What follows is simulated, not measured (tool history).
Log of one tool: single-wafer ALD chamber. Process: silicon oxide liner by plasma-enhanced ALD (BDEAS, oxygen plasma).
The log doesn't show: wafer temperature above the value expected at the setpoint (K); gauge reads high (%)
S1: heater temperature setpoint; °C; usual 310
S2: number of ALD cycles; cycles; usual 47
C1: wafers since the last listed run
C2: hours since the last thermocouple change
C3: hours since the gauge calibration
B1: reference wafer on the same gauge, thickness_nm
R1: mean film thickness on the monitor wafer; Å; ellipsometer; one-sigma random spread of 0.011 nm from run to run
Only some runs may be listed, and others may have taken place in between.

run 1 hour=0.0 | S1=304 S2=40 | C1=0 C2=2463.0 C3=403.8 | B1=5.276 | R1=38.05
run 2 hour=35.6 | S1=304 S2=40 | C1=271 C2=2498.6 C3=439.4 | B1=5.280 | R1=38.35
run 3 hour=42.4 | S1=310 S2=47 | C1=51 C2=2505.4 C3=446.2 | B1=5.281 | R1=44.30
run 4 hour=52.0 | S1=310 S2=47 | C1=73 C2=2515.0 C3=455.8 | B1=5.279 | R1=44.63
run 5 hour=60.1 | S1=310 S2=47 | C1=61 C2=2523.1 C3=463.9 | B1=5.280 | R1=44.64
run 6 hour=76.0 | S1=310 S2=51 | C1=121 C2=2539.0 C3=479.8 | B1=5.281 | R1=48.25
run 7 hour=91.6 | S1=310 S2=51 | C1=119 C2=2554.6 C3=495.4 | B1=5.279 | R1=48.39
run 8 hour=104.9 | S1=310 S2=47 | C1=101 C2=2567.9 C3=508.7 | B1=5.283 | R1=44.58
run 9 hour=119.8 | S1=310 S2=47 | C1=113 C2=2582.8 C3=523.6 | B1=5.279 | R1=44.39
run 10 hour=134.4 | S1=310 S2=47 | C1=111 C2=2597.4 C3=538.2 | B1=5.283 | R1=44.49
run 11 hour=147.3 | S1=310 S2=47 | C1=98 C2=2610.3 C3=551.1 | B1=5.283 | R1=44.74
-- hour=165.8 thermocouple changed; heater temperature recalibrated
run 12 hour=167.2 | S1=310 S2=47 | C1=90 C2=1.4 C3=571.0 | B1=5.284 | R1=44.61
run 13 hour=180.7 | S1=310 S2=47 | C1=103 C2=14.9 C3=584.5 | B1=5.282 | R1=44.57
run 14 hour=188.9 | S1=310 S2=47 | C1=62 C2=23.1 C3=592.7 | B1=5.283 | R1=44.72
run 15 hour=205.8 | S1=310 S2=47 | C1=129 C2=40.0 C3=609.6 | B1=5.282 | R1=44.54
run 16 hour=216.0 | S1=310 S2=47 | C1=77 C2=50.2 C3=619.8 | B1=5.285 | R1=44.65
run 17 hour=226.8 | S1=310 S2=47 | C1=82 C2=61.0 C3=630.6 | B1=5.285 | R1=44.51
-- hour=232.8 gauge calibrated
run 18 hour=237.5 | S1=310 S2=47 | C1=81 C2=71.7 C3=4.7 | B1=5.220 | R1=43.93
run 19 hour=246.7 | S1=310 S2=47 | C1=70 C2=80.9 C3=13.9 | B1=5.219 | R1=44.02
run 20 hour=260.1 | S1=310 S2=47 | C1=102 C2=94.3 C3=27.3 | B1=5.226 | R1=44.25
run 21 hour=276.3 | S1=310 S2=47 | C1=123 C2=110.5 C3=43.5 | B1=5.229 | R1=44.00
run 22 hour=293.2 | S1=315 S2=47 | C1=129 C2=127.4 C3=60.4 | B1=5.233 | R1=43.84
run 23 hour=305.5 | S1=310 S2=47 | C1=93 C2=139.7 C3=72.7 | B1=5.237 | R1=44.01
run 24 hour=320.6 | S1=310 S2=47 | C1=115 C2=154.8 C3=87.8 | B1=5.239 | R1=44.07
run 25 hour=331.3 | S1=301 S2=47 | C1=81 C2=165.5 C3=98.5 | B1=5.242 | R1=44.69
run 26 hour=348.6 | S1=310 S2=47 | C1=132 C2=182.8 C3=115.8 | B1=5.248 | R1=44.03
run 27 hour=365.0 | S1=321 S2=39 | C1=125 C2=199.2 C3=132.2 | B1=5.249 | R1=36.13
run 28 hour=382.6 | S1=297 S2=39 | C1=134 C2=216.8 C3=149.8 | B1=5.252 | R1=37.41
run 29 hour=392.1 | S1=323 S2=38 | C1=72 C2=226.3 C3=159.3 | B1=5.251 | R1=35.26
run 30 hour=402.9 | S1=310 S2=47 | C1=82 C2=237.1 C3=170.1 | B1=5.254 | R1=44.13
run 31 hour=413.8 | S1=319 S2=47 | C1=83 C2=248.0 C3=181.0 | B1=5.256 | R1=43.85
run 32 hour=428.5 | S1=310 S2=47 | C1=112 C2=262.7 C3=195.7 | B1=5.254 | R1=44.41
run 33 hour=435.5 | S1=300 S2=38 | C1=53 C2=269.7 C3=202.7 | B1=5.258 | R1=36.22
run 34 hour=443.5 | S1=310 S2=50 | C1=61 C2=277.7 C3=210.7 | B1=5.260 | R1=47.19
run 35 hour=471.1 | S1=297 S2=38 | C1=210 C2=305.3 C3=238.3 | B1=5.258 | R1=36.62
run 36 hour=483.1 | S1=298 S2=49 | C1=91 C2=317.3 C3=250.3 | B1=5.261 | R1=46.91
run 37 hour=492.8 | S1=318 S2=56 | C1=74 C2=327.0 C3=260.0 | B1=5.263 | R1=52.21
run 38 hour=522.1 | S1=302 S2=47 | C1=223 C2=356.3 C3=289.3 | B1=5.265 | R1=44.96
run 39 hour=530.6 | S1=321 S2=43 | C1=64 C2=364.8 C3=297.8 | B1=5.265 | R1=39.96

3 options for the next run, each taken on its own from the tool as it stands now. Forecast them:
run A hour=531.1 | S1=310 S2=44 | C1=3 C2=365.3 C3=298.3 | B1=? | R1=?
run B hour=531.1 | S1=304 S2=52 | C1=3 C2=365.3 C3=298.3 | B1=? | R1=?
run C hour=531.1 | S1=323 S2=50 | C1=3 C2=365.3 C3=298.3 | B1=? | R1=?

run=A B1=5.266 R1=41.43
run=B B1=5.266 R1=49.35
run=C B1=5.266 R1=46.28
Without the tool's hidden state the same runs would have given:
run=A R1=41.07
run=B R1=48.92
run=C R1=45.88
